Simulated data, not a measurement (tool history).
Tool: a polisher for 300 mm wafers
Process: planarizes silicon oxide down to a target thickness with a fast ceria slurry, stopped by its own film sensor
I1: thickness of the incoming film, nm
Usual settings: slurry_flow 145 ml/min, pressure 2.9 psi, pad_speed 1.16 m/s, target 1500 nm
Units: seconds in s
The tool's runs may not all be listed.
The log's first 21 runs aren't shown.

{"run": 22, "hour": 1763.6, "slurry_flow": 105, "pressure": 2.9, "pad_speed": 1.36, "target": 1085, "I1": 2849.4, "seconds": 93.8}
{"run": 23, "hour": 1845.0, "slurry_flow": 145, "pressure": 2.4, "pad_speed": 0.82, "target": 1500, "I1": 2890.5, "seconds": 141.5}
{"run": 24, "hour": 1940.9, "slurry_flow": 100, "pressure": 2.5, "pad_speed": 1.16, "target": 1500, "I1": 2868.6, "seconds": 101.9}
{"run": 25, "hour": 1980.9, "slurry_flow": 110, "pressure": 2.9, "pad_speed": 1.4, "target": 1500, "I1": 2914.4, "seconds": 72.4}
{"hour": 2004.7, "done": "slurry nozzle cleaned"}
{"run": 26, "hour": 2086.6, "slurry_flow": 145, "pressure": 2.9, "pad_speed": 1.16, "target": 1500, "I1": 2906.2, "seconds": 87.9}
{"hour": 2123.5, "done": "worn pad replaced by a new one"}
{"run": 27, "hour": 2192.3, "slurry_flow": 175, "pressure": 3.2, "pad_speed": 0.94, "target": 1856, "I1": 2895.7, "seconds": 61.1}
{"run": 28, "hour": 2235.1, "slurry_flow": 145, "pressure": 2.5, "pad_speed": 1.16, "target": 1500, "I1": 2948.1, "seconds": 95.9}
{"run": 29, "hour": 2324.2, "slurry_flow": 145, "pressure": 2.9, "pad_speed": 1.16, "target": 1500, "I1": 2911.4, "seconds": 78.6}

The next listed run, before its measurement:
{"run": 30, "hour": 2377.3, "slurry_flow": 165, "pressure": 3.6, "pad_speed": 1.16, "target": 1500, "I1": 2854.5, "seconds": "?"}

seconds: 61.8 s
Without the tool's hidden state the same run would have given seconds 59.8 s.
